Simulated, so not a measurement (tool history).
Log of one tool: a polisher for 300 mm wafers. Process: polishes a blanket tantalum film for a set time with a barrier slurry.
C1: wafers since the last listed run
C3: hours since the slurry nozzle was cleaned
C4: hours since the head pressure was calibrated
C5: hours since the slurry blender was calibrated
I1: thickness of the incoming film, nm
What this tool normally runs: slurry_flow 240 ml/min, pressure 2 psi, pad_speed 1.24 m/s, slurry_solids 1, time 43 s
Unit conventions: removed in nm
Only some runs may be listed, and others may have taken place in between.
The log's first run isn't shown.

Run 2, day 0.3: usual settings but slurry_flow 215 ml/min; C1 114; wafers polished on this pad 426; C3 603.2; C4 568.8; C5 84.5; I1 444. Result: removed 71.7 nm.
Run 3, day 0.583: usual settings but pad_speed 1.42 m/s; C1 107; wafers polished on this pad 534; C3 610; C4 575.6; C5 91.3; I1 447.1. Result: removed 84 nm.
At day 1.075: slurry nozzle cleaned.
Run 4, day 1.296: usual settings but pad_speed 1.42 m/s; C1 254; wafers polished on this pad 789; C3 5.3; C4 592.7; C5 108.4; I1 445.6. Result: removed 80.8 nm.
At day 1.725: head pressure recalibrated.
Run 5, day 1.783: usual settings; C1 153; wafers polished on this pad 943; C3 17; C4 1.4; C5 120.1; I1 449.9. Result: removed 71.6 nm.
Run 6, day 2.467: usual settings; C1 259; wafers polished on this pad 1202; C3 33.4; C4 17.8; C5 136.5; I1 449.6. Result: removed 70.3 nm.
Run 7, day 2.992: usual settings; C1 199; wafers polished on this pad 1402; C3 46; C4 30.4; C5 149.1; I1 445.1. Result: removed 71 nm.
Run 8, day 3.362: usual settings; C1 140; wafers polished on this pad 1543; C3 54.9; C4 39.3; C5 158; I1 454.9. Result: removed 71.2 nm.
Run 9, day 3.971: usual settings but slurry_solids 1.2; C1 231; wafers polished on this pad 1774; C3 69.5; C4 53.9; C5 172.6; I1 459.5. Result: removed 75 nm.
Run 10, day 4.379: usual settings but slurry_solids 1.25; C1 155; wafers polished on this pad 1929; C3 79.3; C4 63.7; C5 182.4; I1 448.9. Result: removed 74.6 nm.
At day 4.65: worn pad replaced by a new one.
Run 11, day 4.833: usual settings but pressure 2.5 psi, pad_speed 0.88 m/s, slurry_solids 1.1, time 34 s; C1 109; wafers polished on this pad 69; C3 90.2; C4 74.6; C5 193.3; I1 450.4. Result: removed 54.7 nm.
Run 12, day 5.221: usual settings but pressure 2.5 psi, pad_speed 1.1 m/s, slurry_solids 1.1; C1 147; wafers polished on this pad 217; C3 99.5; C4 83.9; C5 202.6; I1 452.2. Result: removed 83.1 nm.
Run 13, day 5.492: usual settings; C1 102; wafers polished on this pad 320; C3 106; C4 90.4; C5 209.1; I1 449.4. Result: removed 74.7 nm.
Run 14, day 5.962: usual settings; C1 178; wafers polished on this pad 499; C3 117.3; C4 101.7; C5 220.4; I1 446.7. Result: removed 74.3 nm.
Run 15, day 6.579: usual settings but slurry_flow 285 ml/min, time 53 s; C1 234; wafers polished on this pad 733; C3 132.1; C4 116.5; C5 235.2; I1 447.1. Result: removed 90.6 nm.
Run 16, day 7.179: usual settings but pad_speed 1.36 m/s; C1 228; wafers polished on this pad 961; C3 146.5; C4 130.9; C5 249.6; I1 451. Result: removed 81.2 nm.
Run 17, day 7.479: usual settings but pad_speed 1.38 m/s; C1 114; wafers polished on this pad 1075; C3 153.7; C4 138.1; C5 256.8; I1 450.1. Result: removed 80.8 nm.
Run 18, day 8.129: usual settings but pad_speed 0.92 m/s; C1 247; wafers polished on this pad 1322; C3 169.3; C4 153.7; C5 272.4; I1 454.2. Result: removed 52.9 nm.
Run 19, day 8.538: usual settings; C1 155; wafers polished on this pad 1477; C3 179.1; C4 163.5; C5 282.2; I1 443.7. Result: removed 71.1 nm.
Run 20, day 9.242: usual settings but slurry_flow 265 ml/min, slurry_solids 1.25; C1 267; wafers polished on this pad 1745; C3 196; C4 180.4; C5 299.1; I1 449.2. Result: removed 75.8 nm.
At day 9.338: slurry blender recalibrated.
At day 9.538: worn pad replaced by a new one.
Run 21, day 9.917: usual settings but pressure 1.8 psi, time 48 s; C1 161; wafers polished on this pad 143; C3 212.2; C4 196.6; C5 13.9; I1 447. Result: removed 72.9 nm.

The next listed run, before its measurement:
Run 22, day 10.221: usual settings but slurry_flow 290 ml/min, pressure 2.2 psi, pad_speed 1.08 m/s, slurry_solids 0.9; C1 115; wafers polished on this pad 259; C3 219.5; C4 203.9; C5 21.2; I1 450.6. Result: removed ?.

Run 22 yielded removed 68.5 nm.
On a tool with no hidden condition, and with the same random variation, this run would have come out at removed 70.8 nm.

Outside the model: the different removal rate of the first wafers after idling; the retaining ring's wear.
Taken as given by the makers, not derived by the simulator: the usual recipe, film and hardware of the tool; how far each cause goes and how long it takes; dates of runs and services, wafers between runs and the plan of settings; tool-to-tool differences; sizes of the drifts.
